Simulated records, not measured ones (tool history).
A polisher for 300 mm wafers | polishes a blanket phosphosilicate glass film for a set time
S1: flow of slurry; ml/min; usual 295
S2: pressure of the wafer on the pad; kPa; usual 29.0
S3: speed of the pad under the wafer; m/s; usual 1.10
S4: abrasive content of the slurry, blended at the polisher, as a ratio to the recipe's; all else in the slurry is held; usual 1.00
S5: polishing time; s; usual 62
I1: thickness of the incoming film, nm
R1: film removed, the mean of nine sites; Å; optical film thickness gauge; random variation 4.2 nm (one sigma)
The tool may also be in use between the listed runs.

run 1 hour=0.0 | S1=295 S2=29.0 S3=1.10 S4=1.00 S5=62 | I1=3406.1 | R1=6054
-- hour=43.1 slurry blender recalibrated
run 2 hour=51.9 | S1=295 S2=29.0 S3=1.10 S4=1.00 S5=62 | I1=3357.8 | R1=6412
run 3 hour=77.7 | S1=295 S2=29.0 S3=1.10 S4=1.00 S5=62 | I1=3389.1 | R1=6324
-- hour=99.9 worn pad replaced by a new one
run 4 hour=102.5 | S1=295 S2=29.0 S3=1.10 S4=1.15 S5=62 | I1=3340.6 | R1=6803
-- hour=120.2 conditioning disc replaced and pad reconditioned
run 5 hour=150.0 | S1=295 S2=29.0 S3=1.10 S4=1.15 S5=62 | I1=3323.5 | R1=6645
run 6 hour=187.7 | S1=295 S2=29.0 S3=1.10 S4=1.15 S5=62 | I1=3427.4 | R1=6607
run 7 hour=229.1 | S1=295 S2=29.0 S3=1.10 S4=0.95 S5=62 | I1=3398.7 | R1=5890
run 8 hour=257.2 | S1=295 S2=29.0 S3=1.10 S4=0.95 S5=62 | I1=3344.4 | R1=5983
-- hour=289.5 head pressure recalibrated
run 9 hour=293.6 | S1=295 S2=29.0 S3=1.10 S4=1.00 S5=62 | I1=3389.8 | R1=6098
-- hour=301.9 worn pad replaced by a new one
-- hour=341.6 slurry blender recalibrated
-- hour=343.2 slurry nozzle cleaned
run 10 hour=365.5 | S1=295 S2=29.0 S3=1.10 S4=1.00 S5=62 | I1=3330.9 | R1=5567
run 11 hour=407.3 | S1=295 S2=29.0 S3=1.10 S4=1.00 S5=62 | I1=3364.8 | R1=5564
run 12 hour=444.4 | S1=295 S2=29.0 S3=1.10 S4=0.85 S5=72 | I1=3335.0 | R1=5663
-- hour=502.6 worn pad replaced by a new one
run 13 hour=503.4 | S1=295 S2=29.0 S3=1.10 S4=0.90 S5=47 | I1=3421.4 | R1=3767
-- hour=517.7 slurry blender recalibrated, repeated, since the last time left the tool worse
-- hour=568.0 conditioning disc replaced and pad reconditioned
run 14 hour=573.0 | S1=295 S2=29.0 S3=1.10 S4=1.15 S5=62 | I1=3385.0 | R1=6800
run 15 hour=612.7 | S1=295 S2=29.0 S3=0.78 S4=1.00 S5=62 | I1=3389.3 | R1=4724
-- hour=629.3 head pressure recalibrated
-- hour=673.8 worn pad replaced by a new one
run 16 hour=682.7 | S1=295 S2=29.0 S3=1.10 S4=1.15 S5=62 | I1=3397.2 | R1=6613
run 17 hour=713.8 | S1=295 S2=29.0 S3=1.10 S4=1.15 S5=62 | I1=3384.7 | R1=6605
run 18 hour=746.2 | S1=295 S2=29.0 S3=1.10 S4=1.00 S5=77 | I1=3325.0 | R1=7548
-- hour=794.3 slurry nozzle cleaned
run 19 hour=796.4 | S1=295 S2=20.7 S3=0.96 S4=0.75 S5=83 | I1=3413.5 | R1=4246
-- hour=805.6 slurry blender recalibrated
run 20 hour=846.1 | S1=365 S2=29.0 S3=1.10 S4=1.15 S5=62 | I1=3359.6 | R1=6965
-- hour=876.4 worn pad replaced by a new one
run 21 hour=895.4 | S1=295 S2=29.0 S3=1.10 S4=1.00 S5=62 | I1=3366.5 | R1=6279
run 22 hour=945.1 | S1=295 S2=29.0 S3=1.10 S4=1.25 S5=52 | I1=3354.2 | R1=5859

Forecast each of these 5 alternatives for the next run:
run A hour=945.5 | S1=295 S2=29.0 S3=0.96 S4=1.00 S5=62 | I1=3436.7 | R1=?
run B hour=945.5 | S1=295 S2=35.9 S3=1.44 S4=1.00 S5=48 | I1=3436.7 | R1=?
run C hour=945.5 | S1=295 S2=29.0 S3=1.10 S4=1.15 S5=78 | I1=3436.7 | R1=?
run D hour=945.5 | S1=295 S2=29.0 S3=1.10 S4=0.90 S5=62 | I1=3436.7 | R1=?
run E hour=945.5 | S1=295 S2=35.9 S3=1.30 S4=1.00 S5=43 | I1=3436.7 | R1=?

run=A R1=5583
run=B R1=7401
run=C R1=8450
run=D R1=5842
run=E R1=6110
Without the tool's hidden state the same runs would have given:
run=A R1=5839
run=B R1=7741
run=C R1=8803
run=D R1=6130
run=E R1=6390

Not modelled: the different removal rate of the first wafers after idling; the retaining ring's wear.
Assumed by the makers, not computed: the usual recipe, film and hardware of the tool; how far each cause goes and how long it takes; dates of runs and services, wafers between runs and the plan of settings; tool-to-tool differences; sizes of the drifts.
